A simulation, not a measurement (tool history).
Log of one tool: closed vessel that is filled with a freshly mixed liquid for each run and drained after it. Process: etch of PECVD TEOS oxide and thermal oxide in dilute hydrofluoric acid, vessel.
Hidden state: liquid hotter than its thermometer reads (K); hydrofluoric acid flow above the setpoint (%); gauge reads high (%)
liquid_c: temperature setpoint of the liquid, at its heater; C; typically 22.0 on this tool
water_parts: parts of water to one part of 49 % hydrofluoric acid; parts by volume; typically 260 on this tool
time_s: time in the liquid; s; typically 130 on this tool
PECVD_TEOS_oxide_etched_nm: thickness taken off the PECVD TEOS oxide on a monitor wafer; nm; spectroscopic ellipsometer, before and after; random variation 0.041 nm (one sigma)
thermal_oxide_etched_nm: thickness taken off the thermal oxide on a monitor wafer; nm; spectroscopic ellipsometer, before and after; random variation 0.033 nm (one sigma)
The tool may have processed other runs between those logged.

run	hour	liquid_c	water_parts	time_s	wafers since the last listed run	hours since the thermometer was replaced	hours since the hydrofluoric acid flow meter was replaced	hours since the gauge calibration	read-back film thickness of the PECVD TEOS oxide reference wafer, read on the same gauge (nm)	read-back film thickness of the thermal oxide reference wafer, read on the same gauge (nm)	PECVD_TEOS_oxide_etched_nm	thermal_oxide_etched_nm
1	0.0	22.0	290	130	0	1269.6	1158.4	340.7	60.00	129.997	9.22	1.717
2	27.4	22.0	290	130	3690	1297.0	1185.8	368.1	59.99	130.009	9.26	1.703
3	63.3	22.0	290	130	4835	1332.9	1221.7	404.0	60.01	130.003	9.26	1.711
4	150.8	22.0	260	130	11786	1420.4	1309.2	491.5	59.99	129.981	10.62	2.020
5	186.3	22.0	260	130	4781	1455.9	1344.7	527.0	60.00	130.003	10.73	2.007
# hour 192.9: gauge calibrated
# hour 218.3: thermometer replaced
6	250.6	22.0	260	130	8526	32.3	1409.0	57.7	60.00	130.010	9.88	1.876
7	269.6	22.0	260	130	2559	51.3	1428.0	76.7	60.01	129.980	9.81	1.839
8	304.4	22.0	260	130	4687	86.1	1462.8	111.5	59.98	129.992	9.91	1.776
9	339.0	26.5	305	105	4660	120.7	1497.4	146.1	60.00	130.018	7.69	1.436
10	359.8	22.0	165	85	2801	141.5	1518.2	166.9	59.99	129.989	11.29	2.078
# hour 371.6: hydrofluoric acid flow meter replaced
11	385.2	20.0	260	130	3286	166.9	13.6	192.3	60.01	130.024	9.29	1.696
12	401.0	17.5	260	105	2128	182.7	29.4	208.1	59.98	130.006	6.85	1.299
13	425.9	22.0	260	190	3354	207.6	54.3	233.0	59.98	130.014	14.54	2.753
14	521.7	25.0	355	200	12904	303.4	150.1	328.8	60.02	129.998	11.37	2.107
15	553.5	26.0	260	150	4283	335.2	181.9	360.6	60.00	130.011	13.39	2.559

Predict each of these 5 candidate next runs independently; none follows another, all start after run 15:
A	554.2	24.0	260	130	94	335.9	182.6	361.3	?	?	?	?
B	554.2	18.5	260	130	94	335.9	182.6	361.3	?	?	?	?
C	554.2	26.5	345	160	94	335.9	182.6	361.3	?	?	?	?
D	554.2	17.5	215	80	94	335.9	182.6	361.3	?	?	?	?
E	554.2	19.5	385	165	94	335.9	182.6	361.3	?	?	?	?

run	read-back film thickness of the PECVD TEOS oxide reference wafer, read on the same gauge (nm)	read-back film thickness of the thermal oxide reference wafer, read on the same gauge (nm)	PECVD_TEOS_oxide_etched_nm	thermal_oxide_etched_nm
A	59.99	129.988	10.86	2.042
B	59.99	129.988	8.89	1.671
C	59.99	129.988	10.06	1.892
D	59.99	129.988	6.63	1.247
E	59.99	129.988	7.08	1.332
Without the tool's hidden state the same runs would have given:
run	PECVD_TEOS_oxide_etched_nm	thermal_oxide_etched_nm
A	10.60	1.992
B	8.66	1.627
C	9.84	1.849
D	6.45	1.213
E	6.91	1.300
